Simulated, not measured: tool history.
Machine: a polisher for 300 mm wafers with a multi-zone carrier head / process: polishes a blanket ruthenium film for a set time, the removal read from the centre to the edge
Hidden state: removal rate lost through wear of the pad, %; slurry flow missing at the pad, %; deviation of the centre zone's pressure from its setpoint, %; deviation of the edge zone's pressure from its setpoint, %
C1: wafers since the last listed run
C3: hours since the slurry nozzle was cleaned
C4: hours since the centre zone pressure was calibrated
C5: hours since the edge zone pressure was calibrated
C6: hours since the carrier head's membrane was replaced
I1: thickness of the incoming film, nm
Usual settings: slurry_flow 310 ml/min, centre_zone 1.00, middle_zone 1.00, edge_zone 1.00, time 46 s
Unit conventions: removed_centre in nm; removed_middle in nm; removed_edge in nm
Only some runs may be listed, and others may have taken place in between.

run 1 hour=0.0 | slurry_flow=310 centre_zone=1.00 middle_zone=1.00 edge_zone=1.00 time=46 | C1=0 wafers_polished_on_this_pad=1337 C3=277.3 C4=259.1 C5=1113.7 C6=544.6 | I1=256.0 | removed_centre=69.7 removed_middle=68.6 removed_edge=68.1
-- hour=53.4 slurry nozzle cleaned
run 2 hour=60.6 | slurry_flow=310 centre_zone=1.00 middle_zone=1.00 edge_zone=1.00 time=46 | C1=531 wafers_polished_on_this_pad=1868 C3=7.2 C4=319.7 C5=1174.3 C6=605.2 | I1=259.2 | removed_centre=71.2 removed_middle=72.9 removed_edge=69.0
-- hour=89.6 worn pad replaced by a new one
run 3 hour=131.8 | slurry_flow=310 centre_zone=1.00 middle_zone=1.00 edge_zone=1.00 time=46 | C1=598 wafers_polished_on_this_pad=376 C3=78.4 C4=390.9 C5=1245.5 C6=676.4 | I1=261.1 | removed_centre=70.5 removed_middle=72.6 removed_edge=69.9
run 4 hour=180.7 | slurry_flow=230 centre_zone=1.00 middle_zone=1.00 edge_zone=1.00 time=46 | C1=435 wafers_polished_on_this_pad=811 C3=127.3 C4=439.8 C5=1294.4 C6=725.3 | I1=261.2 | removed_centre=69.1 removed_middle=72.4 removed_edge=68.5
run 5 hour=223.5 | slurry_flow=230 centre_zone=1.00 middle_zone=1.00 edge_zone=1.00 time=46 | C1=381 wafers_polished_on_this_pad=1193 C3=170.1 C4=482.6 C5=1337.2 C6=768.1 | I1=257.1 | removed_centre=68.2 removed_middle=69.9 removed_edge=67.0
run 6 hour=275.9 | slurry_flow=230 centre_zone=1.00 middle_zone=1.00 edge_zone=1.00 time=46 | C1=466 wafers_polished_on_this_pad=1660 C3=222.5 C4=535.0 C5=1389.6 C6=820.5 | I1=260.3 | removed_centre=67.8 removed_middle=72.7 removed_edge=67.3
run 7 hour=329.7 | slurry_flow=310 centre_zone=1.00 middle_zone=1.00 edge_zone=1.00 time=46 | C1=479 wafers_polished_on_this_pad=2139 C3=276.3 C4=588.8 C5=1443.4 C6=874.3 | I1=255.5 | removed_centre=68.4 removed_middle=70.6 removed_edge=67.7
-- hour=363.8 slurry nozzle cleaned
-- hour=366.3 worn pad replaced by a new one
run 8 hour=366.8 | slurry_flow=310 centre_zone=1.00 middle_zone=1.00 edge_zone=1.00 time=46 | C1=299 wafers_polished_on_this_pad=4 C3=3.0 C4=625.9 C5=1480.5 C6=911.4 | I1=260.7 | removed_centre=70.2 removed_middle=71.3 removed_edge=68.4
-- hour=402.9 centre zone pressure recalibrated
-- hour=403.5 edge zone pressure recalibrated
run 9 hour=404.0 | slurry_flow=310 centre_zone=1.00 middle_zone=1.00 edge_zone=1.00 time=46 | C1=307 wafers_polished_on_this_pad=312 C3=40.2 C4=1.1 C5=0.5 C6=948.6 | I1=259.8 | removed_centre=70.1 removed_middle=73.1 removed_edge=69.3
run 10 hour=451.8 | slurry_flow=255 centre_zone=0.89 middle_zone=0.95 edge_zone=1.00 time=46 | C1=425 wafers_polished_on_this_pad=738 C3=88.0 C4=48.9 C5=48.3 C6=996.4 | I1=258.5 | removed_centre=61.6 removed_middle=68.6 removed_edge=70.1
run 11 hour=479.3 | slurry_flow=310 centre_zone=1.00 middle_zone=1.00 edge_zone=1.00 time=46 | C1=245 wafers_polished_on_this_pad=983 C3=115.5 C4=76.4 C5=75.8 C6=1023.9 | I1=258.0 | removed_centre=70.5 removed_middle=73.2 removed_edge=69.5
run 12 hour=547.9 | slurry_flow=310 centre_zone=1.00 middle_zone=1.00 edge_zone=1.09 time=41 | C1=611 wafers_polished_on_this_pad=1594 C3=184.1 C4=145.0 C5=144.4 C6=1092.5 | I1=262.3 | removed_centre=62.7 removed_middle=64.4 removed_edge=65.0
-- hour=607.2 worn pad replaced by a new one
run 13 hour=607.7 | slurry_flow=310 centre_zone=0.93 middle_zone=1.08 edge_zone=1.00 time=46 | C1=497 wafers_polished_on_this_pad=4 C3=243.9 C4=204.8 C5=204.2 C6=1152.3 | I1=259.9 | removed_centre=64.0 removed_middle=75.7 removed_edge=67.4
-- hour=634.4 slurry nozzle cleaned
run 14 hour=758.3 | slurry_flow=265 centre_zone=1.00 middle_zone=1.00 edge_zone=1.00 time=37 | C1=1332 wafers_polished_on_this_pad=1337 C3=123.9 C4=355.4 C5=354.8 C6=1302.9 | I1=258.1 | removed_centre=55.6 removed_middle=57.8 removed_edge=54.6
-- hour=792.3 carrier head's membrane replaced by a new one
run 15 hour=795.6 | slurry_flow=310 centre_zone=1.00 middle_zone=1.00 edge_zone=1.12 time=46 | C1=287 wafers_polished_on_this_pad=1625 C3=161.2 C4=392.7 C5=392.1 C6=3.3 | I1=255.8 | removed_centre=70.2 removed_middle=71.1 removed_edge=72.7
run 16 hour=831.7 | slurry_flow=310 centre_zone=1.11 middle_zone=1.00 edge_zone=1.06 time=46 | C1=321 wafers_polished_on_this_pad=1947 C3=197.3 C4=428.8 C5=428.2 C6=39.4 | I1=256.2 | removed_centre=77.5 removed_middle=70.8 removed_edge=70.1
-- hour=901.4 worn pad replaced by a new one
run 17 hour=903.1 | slurry_flow=280 centre_zone=1.07 middle_zone=0.96 edge_zone=1.04 time=46 | C1=600 wafers_polished_on_this_pad=15 C3=268.7 C4=500.2 C5=499.6 C6=110.8 | I1=258.1 | removed_centre=72.4 removed_middle=68.8 removed_edge=69.6
run 18 hour=935.9 | slurry_flow=355 centre_zone=0.91 middle_zone=1.00 edge_zone=1.00 time=46 | C1=292 wafers_polished_on_this_pad=307 C3=301.5 C4=533.0 C5=532.4 C6=143.6 | I1=262.2 | removed_centre=62.6 removed_middle=73.1 removed_edge=69.4
-- hour=964.2 slurry nozzle cleaned
run 19 hour=975.1 | slurry_flow=310 centre_zone=1.00 middle_zone=1.00 edge_zone=1.00 time=46 | C1=340 wafers_polished_on_this_pad=647 C3=10.9 C4=572.2 C5=571.6 C6=182.8 | I1=260.3 | removed_centre=69.9 removed_middle=73.7 removed_edge=70.9
run 20 hour=1022.7 | slurry_flow=310 centre_zone=1.00 middle_zone=1.00 edge_zone=1.00 time=59 | C1=424 wafers_polished_on_this_pad=1071 C3=58.5 C4=619.8 C5=619.2 C6=230.4 | I1=264.1 | removed_centre=90.3 removed_middle=93.7 removed_edge=88.9
-- hour=1076.6 centre zone pressure recalibrated
run 21 hour=1083.5 | slurry_flow=385 centre_zone=1.00 middle_zone=0.97 edge_zone=1.00 time=46 | C1=523 wafers_polished_on_this_pad=1595 C3=119.3 C4=6.9 C5=680.0 C6=291.2 | I1=257.1 | removed_centre=71.2 removed_middle=70.8 removed_edge=69.5
run 22 hour=1142.2 | slurry_flow=310 centre_zone=1.00 middle_zone=1.00 edge_zone=1.00 time=39 | C1=522 wafers_polished_on_this_pad=2118 C3=178.0 C4=65.6 C5=738.7 C6=349.9 | I1=264.4 | removed_centre=58.6 removed_middle=61.4 removed_edge=58.3

Here are 4 independent what-if runs from the current tool condition. What would each one return?
run A hour=1142.6 | slurry_flow=310 centre_zone=1.00 middle_zone=1.00 edge_zone=0.92 time=46 | C1=3 wafers_polished_on_this_pad=2122 C3=178.4 C4=66.0 C5=739.1 C6=350.3 | I1=264.0 | removed_centre=? removed_middle=? removed_edge=?
run B hour=1142.6 | slurry_flow=310 centre_zone=1.08 middle_zone=1.00 edge_zone=1.00 time=46 | C1=3 wafers_polished_on_this_pad=2122 C3=178.4 C4=66.0 C5=739.1 C6=350.3 | I1=264.0 | removed_centre=? removed_middle=? removed_edge=?
run C hour=1142.6 | slurry_flow=355 centre_zone=1.00 middle_zone=1.00 edge_zone=0.96 time=46 | C1=3 wafers_polished_on_this_pad=2122 C3=178.4 C4=66.0 C5=739.1 C6=350.3 | I1=264.0 | removed_centre=? removed_middle=? removed_edge=?
run D hour=1142.6 | slurry_flow=420 centre_zone=1.00 middle_zone=1.00 edge_zone=1.00 time=35 | C1=3 wafers_polished_on_this_pad=2122 C3=178.4 C4=66.0 C5=739.1 C6=350.3 | I1=264.0 | removed_centre=? removed_middle=? removed_edge=?

run=A removed_centre=69.6 removed_middle=72.1 removed_edge=66.5
run=B removed_centre=75.2 removed_middle=72.1 removed_edge=69.1
run=C removed_centre=70.3 removed_middle=72.8 removed_edge=68.3
run=D removed_centre=54.1 removed_middle=56.0 removed_edge=53.4
The same runs, with their run-to-run variation unchanged, on a tool lacking any hidden condition would have given:
run=A removed_centre=70.7 removed_middle=73.2 removed_edge=67.2
run=B removed_centre=76.4 removed_middle=73.1 removed_edge=69.9
run=C removed_centre=71.3 removed_middle=73.8 removed_edge=69.0
run=D removed_centre=54.8 removed_middle=56.7 removed_edge=53.9

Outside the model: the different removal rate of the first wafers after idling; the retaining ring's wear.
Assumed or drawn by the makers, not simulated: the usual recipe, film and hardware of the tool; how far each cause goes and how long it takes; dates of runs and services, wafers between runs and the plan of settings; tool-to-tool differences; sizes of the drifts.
